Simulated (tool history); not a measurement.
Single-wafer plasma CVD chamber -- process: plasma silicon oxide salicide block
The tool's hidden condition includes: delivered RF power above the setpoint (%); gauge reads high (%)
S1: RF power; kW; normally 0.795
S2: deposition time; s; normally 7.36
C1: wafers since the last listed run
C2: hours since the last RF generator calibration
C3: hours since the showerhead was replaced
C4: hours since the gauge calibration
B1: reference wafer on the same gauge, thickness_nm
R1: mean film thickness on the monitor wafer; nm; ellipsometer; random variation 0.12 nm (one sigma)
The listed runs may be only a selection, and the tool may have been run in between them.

| run | hour | S1 | S2 | C1 | C2 | C3 | C4 | B1 | R1 |
|---|---|---|---|---|---|---|---|---|---|
| 1 | 0.0 | 0.795 | 7.36 | 0 | 2278.3 | 8221.9 | 387.7 | 72.418 | 79.471 |
| 2 | 15.6 | 0.795 | 7.36 | 314 | 2293.9 | 8237.5 | 403.3 | 72.425 | 79.476 |
| 3 | 48.2 | 0.850 | 7.36 | 657 | 2326.5 | 8270.1 | 435.9 | 72.419 | 80.763 |
| 4 | 60.7 | 0.795 | 7.36 | 252 | 2339.0 | 8282.6 | 448.4 | 72.385 | 79.342 |
| 5 | 78.7 | 0.795 | 7.36 | 363 | 2357.0 | 8300.6 | 466.4 | 72.362 | 79.550 |
|  | 92.4 | gauge calibrated |
| 6 | 109.0 | 0.840 | 8.19 | 611 | 2387.3 | 8330.9 | 16.6 | 72.435 | 89.645 |
| 7 | 203.5 | 0.795 | 7.36 | 1905 | 2481.8 | 8425.4 | 111.1 | 72.368 | 79.419 |
| 8 | 219.4 | 0.795 | 7.36 | 320 | 2497.7 | 8441.3 | 127.0 | 72.400 | 79.238 |
|  | 237.4 | RF generator calibrated |
|  | 274.1 | showerhead replaced |
| 9 | 294.2 | 0.795 | 7.36 | 1185 | 56.8 | 20.1 | 201.8 | 72.397 | 80.957 |
| 10 | 318.4 | 0.795 | 7.36 | 488 | 81.0 | 44.3 | 226.0 | 72.375 | 80.656 |
| 11 | 337.4 | 0.795 | 7.36 | 383 | 100.0 | 63.3 | 245.0 | 72.423 | 80.691 |
| 12 | 355.6 | 0.760 | 7.36 | 367 | 118.2 | 81.5 | 263.2 | 72.368 | 79.589 |
| 13 | 375.3 | 0.760 | 7.36 | 397 | 137.9 | 101.2 | 282.9 | 72.374 | 79.766 |
| 14 | 403.3 | 0.900 | 8.51 | 564 | 165.9 | 129.2 | 310.9 | 72.407 | 95.928 |
| 15 | 433.4 | 0.945 | 8.59 | 607 | 196.0 | 159.3 | 341.0 | 72.416 | 98.014 |
| 16 | 448.1 | 0.710 | 7.36 | 296 | 210.7 | 174.0 | 355.7 | 72.385 | 78.398 |
| 17 | 470.1 | 0.665 | 6.24 | 443 | 232.7 | 196.0 | 377.7 | 72.400 | 65.327 |
| 18 | 498.9 | 0.795 | 7.36 | 580 | 261.5 | 224.8 | 406.5 | 72.384 | 80.091 |
|  | 511.2 | gauge calibrated |
| 19 | 530.6 | 0.745 | 6.48 | 639 | 293.2 | 256.5 | 19.4 | 72.457 | 69.754 |
| 20 | 560.0 | 0.650 | 6.97 | 592 | 322.6 | 285.9 | 48.8 | 72.359 | 72.462 |
| 21 | 611.6 | 0.795 | 7.36 | 1040 | 374.2 | 337.5 | 100.4 | 72.392 | 80.280 |
| 22 | 630.0 | 0.710 | 6.28 | 371 | 392.6 | 355.9 | 118.8 | 72.417 | 66.445 |
| 23 | 651.2 | 0.795 | 7.36 | 427 | 413.8 | 377.1 | 140.0 | 72.385 | 80.229 |
| 24 | 676.7 | 0.795 | 8.39 | 514 | 439.3 | 402.6 | 165.5 | 72.415 | 91.312 |
| 25 | 693.3 | 0.795 | 6.12 | 334 | 455.9 | 419.2 | 182.1 | 72.386 | 66.742 |
| 26 | 724.2 | 0.760 | 7.36 | 623 | 486.8 | 450.1 | 213.0 | 72.393 | 79.126 |

For some of the steps in R1 from one run to the next: how much would appear even if the tool had no hidden state, given the settings, what came in and random variation, and how much remains for the hidden state plus any gauge scatter that the measured result and the result without hidden state don't share?
Run 8 -> 9: RF generator calibrated, showerhead replaced. R1 +1.719 nm: hidden state +1.374, all else +0.345.
Run 15 -> 16: S1 0.945 -> 0.710, S2 8.59 -> 7.36. R1 -19.616 nm: hidden state +0.125, all else -19.741.
Run 24 -> 25: S2 8.39 -> 6.12. R1 -24.570 nm: hidden state +0.286, all else -24.856.
